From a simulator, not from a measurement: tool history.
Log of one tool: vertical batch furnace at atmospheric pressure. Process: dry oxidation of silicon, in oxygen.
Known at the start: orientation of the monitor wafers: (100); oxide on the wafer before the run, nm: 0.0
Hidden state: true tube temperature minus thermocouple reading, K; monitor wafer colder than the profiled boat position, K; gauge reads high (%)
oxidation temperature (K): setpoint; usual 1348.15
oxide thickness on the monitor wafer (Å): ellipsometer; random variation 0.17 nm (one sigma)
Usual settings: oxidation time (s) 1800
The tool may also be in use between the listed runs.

| run | day | oxidation temperature (K) | oxidation time (s) | wafers since the last listed run | hours since the last temperature calibration | hours since the boat lift was adjusted | hours since the gauge calibration | read-back reference wafer on the same gauge, thickness | oxide thickness on the monitor wafer (Å) |
|---|---|---|---|---|---|---|---|---|---|
| 1 | 0.000 | 1348.15 | 1800 | 0 | 3742.2 | 2742.2 | 245.0 | 55.81 | 645.0 |
| 2 | 2.533 | 1348.15 | 1800 | 801 | 3803.0 | 2803.0 | 305.8 | 55.85 | 643.9 |
| 3 | 4.929 | 1348.15 | 1800 | 757 | 3860.5 | 2860.5 | 363.3 | 55.79 | 643.0 |
| 4 | 6.721 | 1348.15 | 1800 | 566 | 3903.5 | 2903.5 | 406.3 | 55.81 | 640.9 |
| 5 | 8.008 | 1348.15 | 1800 | 407 | 3934.4 | 2934.4 | 437.2 | 55.81 | 645.4 |
| 6 | 9.325 | 1348.15 | 1800 | 416 | 3966.0 | 2966.0 | 468.8 | 55.79 | 643.8 |
| 7 | 11.517 | 1348.15 | 1800 | 693 | 4018.6 | 3018.6 | 521.4 | 55.82 | 637.7 |
| 8 | 14.254 | 1348.15 | 1800 | 866 | 4084.3 | 3084.3 | 587.1 | 55.86 | 639.1 |
| 9 | 16.146 | 1333.15 | 2220 | 598 | 4129.7 | 3129.7 | 632.5 | 55.80 | 641.3 |
|  | 19.096 | thermocouples replaced and temperature profile calibrated |
| 10 | 19.117 | 1333.15 | 2220 | 623 | 0.5 | 3201.0 | 703.8 | 55.72 | 640.5 |
| 11 | 21.479 | 1361.15 | 1170 | 747 | 57.2 | 3257.7 | 760.5 | 55.75 | 544.7 |
| 12 | 24.054 | 1362.15 | 2460 | 814 | 119.0 | 3319.5 | 822.3 | 55.81 | 858.9 |
|  | 26.296 | boat lift adjusted |
| 13 | 26.588 | 1356.15 | 2310 | 485 | 179.8 | 7.0 | 883.1 | 55.80 | 816.3 |
| 14 | 28.554 | 1329.15 | 2040 | 622 | 227.0 | 54.2 | 930.3 | 55.79 | 613.5 |
| 15 | 31.150 | 1348.15 | 1260 | 821 | 289.3 | 116.5 | 992.6 | 55.80 | 531.9 |
| 16 | 33.738 | 1356.15 | 2490 | 818 | 351.4 | 178.6 | 1054.7 | 55.82 | 852.8 |
| 17 | 35.588 | 1348.15 | 2130 | 585 | 395.8 | 223.0 | 1099.1 | 55.80 | 730.8 |
|  | 35.642 | gauge calibrated |
| 18 | 37.612 | 1348.15 | 1800 | 640 | 444.4 | 271.6 | 47.3 | 55.88 | 658.8 |
| 19 | 45.775 | 1348.15 | 1800 | 2582 | 640.3 | 467.5 | 243.2 | 55.76 | 658.9 |
| 20 | 47.504 | 1356.15 | 2490 | 547 | 681.8 | 509.0 | 284.7 | 55.79 | 854.7 |
| 21 | 49.879 | 1348.15 | 990 | 751 | 738.8 | 566.0 | 341.7 | 55.82 | 464.2 |
| 22 | 52.796 | 1348.15 | 1800 | 922 | 808.8 | 636.0 | 411.7 | 55.79 | 663.3 |

4 ways to go on from here, each from the tool as it stands after run 22. What would each give?
| A | 53.021 | 1348.15 | 1800 | 71 | 814.2 | 641.4 | 417.1 | ? | ? |
| B | 53.021 | 1348.15 | 2550 | 71 | 814.2 | 641.4 | 417.1 | ? | ? |
| C | 53.021 | 1332.15 | 1530 | 71 | 814.2 | 641.4 | 417.1 | ? | ? |
| D | 53.021 | 1369.15 | 1470 | 71 | 814.2 | 641.4 | 417.1 | ? | ? |

| run | read-back reference wafer on the same gauge, thickness | oxide thickness on the monitor wafer (Å) |
|---|---|---|
| A | 55.73 | 660.3 |
| B | 55.73 | 817.5 |
| C | 55.73 | 527.1 |
| D | 55.73 | 686.3 |
Without the tool's hidden state the same runs would have given:
| run | oxide thickness on the monitor wafer (Å) |
|---|---|
| A | 662.8 |
| B | 820.5 |
| C | 529.1 |
| D | 688.7 |
